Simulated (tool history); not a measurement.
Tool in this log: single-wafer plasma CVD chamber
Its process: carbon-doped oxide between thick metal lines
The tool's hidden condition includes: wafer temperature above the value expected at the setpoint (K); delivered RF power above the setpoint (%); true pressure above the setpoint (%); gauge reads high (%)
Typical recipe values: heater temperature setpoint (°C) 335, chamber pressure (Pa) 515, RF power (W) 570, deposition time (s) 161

run     day  heater temperature setpoint (°C)  chamber pressure (Pa)  RF power (W)  deposition time (s)  wafers since the last listed run  hours since the last thermocouple change  hours since the last RF generator calibration  hours since the last manometer calibration  hours since the showerhead was replaced  hours since the gauge calibration  read-back reference wafer on the same gauge, thickness_nm  mean film thickness on the monitor wafer (Å)
  1       0                               335                    515           570                  161                                 0                                     944.7                                         2023.4                                        1030                                     3801                                 52                                                    883.962                                       9538.86
  2    0.55                               335                    515           570                  161                                98                                     957.9                                         2036.6                                      1043.2                                   3814.2                               65.2                                                    884.368                                        9587.7
  3   1.446                               335                    515           570                  161                               160                                     979.4                                         2058.1                                      1064.7                                   3835.7                               86.7                                                    884.178                                       9551.78
  4   2.158                               335                    515           570                  161                               127                                     996.5                                         2075.2                                      1081.8                                   3852.8                              103.8                                                    882.738                                       9532.63
  5   3.254                               335                    515           570                  161                               196                                    1022.8                                         2101.5                                      1108.1                                   3879.1                              130.1                                                    883.587                                       9534.09
  6   4.408                               335                    609           570                  161                               206                                    1050.5                                         2129.2                                      1135.8                                   3906.8                              157.8                                                    883.505                                       9952.94
      7.733  -- thermocouple changed; heater temperature recalibrated
  7   8.525                               335                    587           570                  161                               677                                        19                                           2228                                      1234.6                                   4005.6                              256.6                                                     884.04                                       9848.27
  8   9.421                               335                    587           570                  161                               160                                      40.5                                         2249.5                                      1256.1                                   4027.1                              278.1                                                    883.893                                       9826.38
  9  10.283                               335                    587           570                  161                               154                                      61.2                                         2270.2                                      1276.8                                   4047.8                              298.8                                                    884.688                                       9823.61
 10  11.283                               335                    515           525                  161                               178                                      85.2                                         2294.2                                      1300.8                                   4071.8                              322.8                                                     884.03                                       9094.52
 11  12.133                               322                    515           530                  137                               152                                     105.6                                         2314.6                                      1321.2                                   4092.2                              343.2                                                    883.694                                       8101.49
     13.367  -- capacitance manometer re-zeroed and calibrated
 12  13.388                               324                    548           515                  161                               164                                     135.7                                         2344.7                                         0.5                                   4122.3                              373.3                                                    883.441                                       9389.64
 13  14.417                               330                    515           570                  161                               184                                     160.4                                         2369.4                                        25.2                                     4147                                398                                                    885.152                                       9734.83
 14  15.275                               335                    515           480                  161                               153                                       181                                           2390                                        45.8                                   4167.6                              418.6                                                    883.705                                       8595.34
 15  16.162                               343                    608           570                  185                               158                                     202.3                                         2411.3                                        67.1                                   4188.9                              439.9                                                    884.313                                      11121.52
 16  17.625                               335                    405           685                  161                               261                                     237.4                                         2446.4                                       102.2                                     4224                                475                                                    884.463                                      10275.52
     18.996  -- gauge calibrated
     19.204  -- showerhead replaced
     19.479  -- RF generator calibrated
 17    19.5                               335                    515           570                  140                               226                                     282.4                                            0.5                                       147.2                                      7.1                               12.1                                                    882.942                                       8240.15
 18  19.912                               335                    515           570                  161                                73                                     292.3                                           10.4                                       157.1                                       17                                 22                                                    884.457                                       9583.02
 19  21.062                               322                    515           530                  137                               205                                     319.9                                             38                                       184.7                                     44.6                               49.6                                                    884.024                                       8069.67
 20  22.492                               335                    515           460                  161                               255                                     354.2                                           72.3                                         219                                     78.9                               83.9                                                    884.468                                       8377.83
 21  23.283                               322                    581           625                  137                               141                                     373.2                                           91.3                                         238                                     97.9                              102.9                                                    884.359                                       9146.61
 22  24.675                               335                    592           570                  171                               249                                     406.6                                          124.7                                       271.4                                    131.3                              136.3                                                    884.496                                      10485.29
 23  26.117                               335                    444           570                  161                               257                                     441.2                                          159.3                                         306                                    165.9                              170.9                                                    884.135                                       9256.66
 24  26.762                               335                    515           570                  131                               115                                     456.7                                          174.8                                       321.5                                    181.4                              186.4                                                    883.755                                       7777.35
 25  27.417                               335                    515           570                  161                               117                                     472.4                                          190.5                                       337.2                                    197.1                              202.1                                                    883.875                                       9555.26
 26  28.671                               335                    515           570                  161                               224                                     502.5                                          220.6                                       367.3                                    227.2                              232.2                                                    883.871                                       9539.76
 27  29.454                               320                    619           570                  149                               140                                     521.3                                          239.4                                       386.1                                      246                                251                                                    884.233                                       9657.45
 28   30.25                               347                    515           655                  147                               142                                     540.4                                          258.5                                       405.2                                    265.1                              270.1                                                    883.743                                       9221.77
 29  30.992                               323                    555           530                  139                               132                                     558.2                                          276.3                                         423                                    282.9                              287.9                                                    884.462                                        8240.2

Across each entry between runs, compare the hidden state at the last listed run before it with the hidden state at the first listed run after it:
From run 6 to run 7: thermocouple changed; heater temperature recalibrated (day 7.733)
  the hidden state is the same at both runs
From run 11 to run 12: capacitance manometer re-zeroed and calibrated (day 13.367)
  the hidden state is the same at both runs
From run 16 to run 17: gauge calibrated (day 18.996); showerhead replaced (day 19.204); RF generator calibrated (day 19.479)
  the hidden state is the same at both runs
